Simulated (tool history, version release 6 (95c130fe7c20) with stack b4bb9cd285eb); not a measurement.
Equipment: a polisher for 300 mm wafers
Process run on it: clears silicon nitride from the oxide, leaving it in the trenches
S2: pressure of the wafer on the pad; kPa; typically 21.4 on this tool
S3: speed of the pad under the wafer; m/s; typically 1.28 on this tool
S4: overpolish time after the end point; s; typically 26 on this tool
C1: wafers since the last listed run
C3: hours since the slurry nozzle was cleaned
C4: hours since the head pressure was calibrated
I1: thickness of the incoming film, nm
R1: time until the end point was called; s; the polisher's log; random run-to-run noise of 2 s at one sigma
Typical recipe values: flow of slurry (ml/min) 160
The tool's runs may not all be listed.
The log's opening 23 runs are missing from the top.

Run 24, hour 1234.6: usual settings but S2 17.9 kPa, S3 1.54 m/s; C1 378; wafers polished on this pad 2654; C3 375.8; C4 911.1; I1 131.3. Result: R1 113.0 s.
At hour 1241.6: worn pad replaced by a new one.
Run 25, hour 1289.4: usual settings; C1 353; wafers polished on this pad 332; C3 430.6; C4 965.9; I1 128.4. Result: R1 110.2 s.
At hour 1333.6: slurry nozzle cleaned.
Run 26, hour 1343.8: usual settings but S4 18 s; C1 371; wafers polished on this pad 704; C3 10.2; C4 1020.3; I1 132.2. Result: R1 113.4 s.
At hour 1370.5: head pressure recalibrated.
Run 27, hour 1405.7: usual settings but S2 26.9 kPa; C1 417; wafers polished on this pad 1122; C3 72.1; C4 35.2; I1 128.5. Result: R1 89.7 s.
Run 28, hour 1465.9: usual settings but flow of slurry (ml/min) 140, S2 19.3 kPa, S3 1.44 m/s, S4 34 s; C1 419; wafers polished on this pad 1541; C3 132.3; C4 95.4; I1 131.0. Result: R1 109.7 s.
Run 29, hour 1504.8: usual settings but S2 15.9 kPa, S3 1.60 m/s; C1 270; wafers polished on this pad 1812; C3 171.2; C4 134.3; I1 132.8. Result: R1 128.6 s.
Run 30, hour 1556.1: usual settings but flow of slurry (ml/min) 125, S3 1.14 m/s, S4 34 s; C1 357; wafers polished on this pad 2169; C3 222.5; C4 185.6; I1 131.1. Result: R1 128.0 s.
Run 31, hour 1581.6: usual settings; C1 177; wafers polished on this pad 2346; C3 248.0; C4 211.1; I1 128.3. Result: R1 112.5 s.
Run 32, hour 1621.7: usual settings but S4 36 s; C1 279; wafers polished on this pad 2626; C3 288.1; C4 251.2; I1 129.4. Result: R1 111.3 s.
At hour 1626.7: worn pad replaced by a new one.
Run 33, hour 1654.3: usual settings but flow of slurry (ml/min) 195, S3 1.04 m/s, S4 13 s; C1 199; wafers polished on this pad 192; C3 320.7; C4 283.8; I1 130.2. Result: R1 132.8 s.
Run 34, hour 1706.6: usual settings; C1 364; wafers polished on this pad 556; C3 373.0; C4 336.1; I1 129.4. Result: R1 115.1 s.
Run 35, hour 1758.1: usual settings but S2 15.9 kPa; C1 358; wafers polished on this pad 915; C3 424.5; C4 387.6; I1 130.4. Result: R1 152.5 s.
Run 36, hour 1808.8: usual settings; C1 353; wafers polished on this pad 1268; C3 475.2; C4 438.3; I1 131.1. Result: R1 116.9 s.
Run 37, hour 1859.4: usual settings but S2 15.9 kPa, S3 1.60 m/s; C1 352; wafers polished on this pad 1620; C3 525.8; C4 488.9; I1 132.3. Result: R1 125.3 s.

Below are 4 alternative next runs, each starting from the tool's condition after run 37. Predict each:
Run A, hour 1859.9: usual settings; C1 3; wafers polished on this pad 1624; C3 526.3; C4 489.4; I1 130.4. Result: R1 ?.
Run B, hour 1859.9: usual settings but S2 23.4 kPa, S3 1.68 m/s; C1 3; wafers polished on this pad 1624; C3 526.3; C4 489.4; I1 130.4. Result: R1 ?.
Run C, hour 1859.9: usual settings but S2 27.6 kPa; C1 3; wafers polished on this pad 1624; C3 526.3; C4 489.4; I1 130.4. Result: R1 ?.
Run D, hour 1859.9: usual settings but flow of slurry (ml/min) 140, S2 29.0 kPa, S3 1.62 m/s, S4 36 s; C1 3; wafers polished on this pad 1624; C3 526.3; C4 489.4; I1 130.4. Result: R1 ?.

run     R1
  A  115.4
  B   81.9
  C   89.4
  D   69.7
What these runs would have given with no unlogged condition in the tool:
run     R1
  A  115.4
  B   81.9
  C   89.4
  D   69.7
